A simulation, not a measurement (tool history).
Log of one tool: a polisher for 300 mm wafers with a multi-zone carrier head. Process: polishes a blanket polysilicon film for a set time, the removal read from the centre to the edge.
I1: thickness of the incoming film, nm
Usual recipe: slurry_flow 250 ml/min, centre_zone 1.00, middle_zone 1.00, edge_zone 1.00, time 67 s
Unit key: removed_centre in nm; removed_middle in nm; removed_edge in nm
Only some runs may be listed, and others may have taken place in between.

run 1 hour=0.0 | slurry_flow=250 centre_zone=1.00 middle_zone=1.00 edge_zone=1.00 time=67 | I1=1074.1 | removed_centre=380.9 removed_middle=375.5 removed_edge=370.7
-- hour=17.4 edge zone pressure recalibrated
run 2 hour=106.7 | slurry_flow=250 centre_zone=1.00 middle_zone=1.00 edge_zone=1.00 time=67 | I1=1088.0 | removed_centre=384.7 removed_middle=371.4 removed_edge=363.7
run 3 hour=144.2 | slurry_flow=250 centre_zone=1.00 middle_zone=1.00 edge_zone=1.00 time=67 | I1=1105.4 | removed_centre=384.0 removed_middle=376.7 removed_edge=365.1
run 4 hour=205.5 | slurry_flow=250 centre_zone=1.00 middle_zone=1.00 edge_zone=1.00 time=67 | I1=1088.0 | removed_centre=382.0 removed_middle=378.5 removed_edge=362.3
run 5 hour=246.7 | slurry_flow=250 centre_zone=1.07 middle_zone=1.05 edge_zone=1.00 time=67 | I1=1090.2 | removed_centre=411.8 removed_middle=391.5 removed_edge=360.2
run 6 hour=349.5 | slurry_flow=250 centre_zone=1.00 middle_zone=1.00 edge_zone=0.94 time=67 | I1=1093.5 | removed_centre=393.8 removed_middle=374.2 removed_edge=357.1
run 7 hour=436.7 | slurry_flow=200 centre_zone=1.11 middle_zone=0.90 edge_zone=1.00 time=67 | I1=1081.2 | removed_centre=427.4 removed_middle=338.8 removed_edge=360.5
-- hour=443.2 slurry nozzle cleaned
-- hour=472.3 carrier head's membrane replaced by a new one
run 8 hour=509.4 | slurry_flow=250 centre_zone=1.08 middle_zone=0.91 edge_zone=0.96 time=59 | I1=1090.9 | removed_centre=370.2 removed_middle=304.5 removed_edge=320.1
run 9 hour=600.8 | slurry_flow=160 centre_zone=1.00 middle_zone=0.94 edge_zone=1.00 time=67 | I1=1074.2 | removed_centre=380.7 removed_middle=336.6 removed_edge=359.4
-- hour=627.1 edge zone pressure recalibrated
-- hour=628.1 worn pad replaced by a new one
run 10 hour=661.2 | slurry_flow=250 centre_zone=1.09 middle_zone=1.00 edge_zone=1.00 time=47 | I1=1110.6 | removed_centre=299.6 removed_middle=263.1 removed_edge=256.0
run 11 hour=707.7 | slurry_flow=250 centre_zone=0.97 middle_zone=1.00 edge_zone=1.00 time=67 | I1=1111.4 | removed_centre=395.4 removed_middle=378.0 removed_edge=366.6
run 12 hour=760.8 | slurry_flow=250 centre_zone=1.00 middle_zone=1.00 edge_zone=1.00 time=67 | I1=1091.3 | removed_centre=408.4 removed_middle=374.6 removed_edge=367.6
run 13 hour=817.2 | slurry_flow=160 centre_zone=1.00 middle_zone=1.00 edge_zone=0.88 time=67 | I1=1088.7 | removed_centre=378.6 removed_middle=358.2 removed_edge=342.0
run 14 hour=909.4 | slurry_flow=250 centre_zone=1.08 middle_zone=1.00 edge_zone=1.00 time=67 | I1=1091.5 | removed_centre=428.5 removed_middle=373.5 removed_edge=367.5
-- hour=915.1 centre zone pressure recalibrated
-- hour=929.9 slurry nozzle cleaned
run 15 hour=974.7 | slurry_flow=250 centre_zone=1.00 middle_zone=1.00 edge_zone=1.00 time=67 | I1=1078.1 | removed_centre=371.4 removed_middle=379.9 removed_edge=372.9
run 16 hour=1053.7 | slurry_flow=250 centre_zone=1.00 middle_zone=1.12 edge_zone=1.00 time=54 | I1=1076.7 | removed_centre=295.2 removed_middle=329.8 removed_edge=299.6
run 17 hour=1134.1 | slurry_flow=195 centre_zone=1.00 middle_zone=1.00 edge_zone=1.09 time=67 | I1=1089.1 | removed_centre=362.3 removed_middle=368.1 removed_edge=370.4
-- hour=1145.0 worn pad replaced by a new one
run 18 hour=1203.8 | slurry_flow=250 centre_zone=1.00 middle_zone=1.00 edge_zone=1.00 time=67 | I1=1090.0 | removed_centre=370.4 removed_middle=377.6 removed_edge=368.3
-- hour=1279.1 edge zone pressure recalibrated
run 19 hour=1429.5 | slurry_flow=250 centre_zone=1.00 middle_zone=1.00 edge_zone=1.00 time=67 | I1=1109.1 | removed_centre=374.3 removed_middle=376.7 removed_edge=366.0
-- hour=1442.6 slurry nozzle cleaned
-- hour=1601.0 carrier head's membrane replaced by a new one
-- hour=1647.1 worn pad replaced by a new one
run 20 hour=1675.4 | slurry_flow=175 centre_zone=1.00 middle_zone=0.97 edge_zone=1.08 time=67 | I1=1103.2 | removed_centre=376.5 removed_middle=350.5 removed_edge=368.3
run 21 hour=1717.2 | slurry_flow=250 centre_zone=1.00 middle_zone=1.00 edge_zone=1.00 time=84 | I1=1091.6 | removed_centre=466.2 removed_middle=467.8 removed_edge=463.3
run 22 hour=1777.6 | slurry_flow=250 centre_zone=1.00 middle_zone=1.00 edge_zone=1.11 time=85 | I1=1077.6 | removed_centre=491.4 removed_middle=474.9 removed_edge=475.6

For some of the steps in removed_centre from one run to the next: how much would appear even if the tool had no hidden state, given the settings, what came in and random variation, and how much remains for the hidden state plus any gauge scatter that the measured result and the result without hidden state don't share?
Hidden state present: removal rate lost through wear of the pad, %; slurry flow missing at the pad, %; deviation of the centre zone's pressure from its setpoint, %; deviation of the edge zone's pressure from its setpoint, %.
Run 10 -> 11: centre_zone 1.09 -> 0.97, time 47 -> 67. removed_centre +95.8 nm: hidden state +7.8, all else +88.0.
Run 14 -> 15: centre_zone 1.08 -> 1.00, centre zone pressure recalibrated, slurry nozzle cleaned. removed_centre -57.1 nm: hidden state -40.2, all else -16.9.
Run 20 -> 21: slurry_flow 175 -> 250, middle_zone 0.97 -> 1.00, edge_zone 1.08 -> 1.00, time 67 -> 84. removed_centre +89.7 nm: hidden state +3.0, all else +86.7.
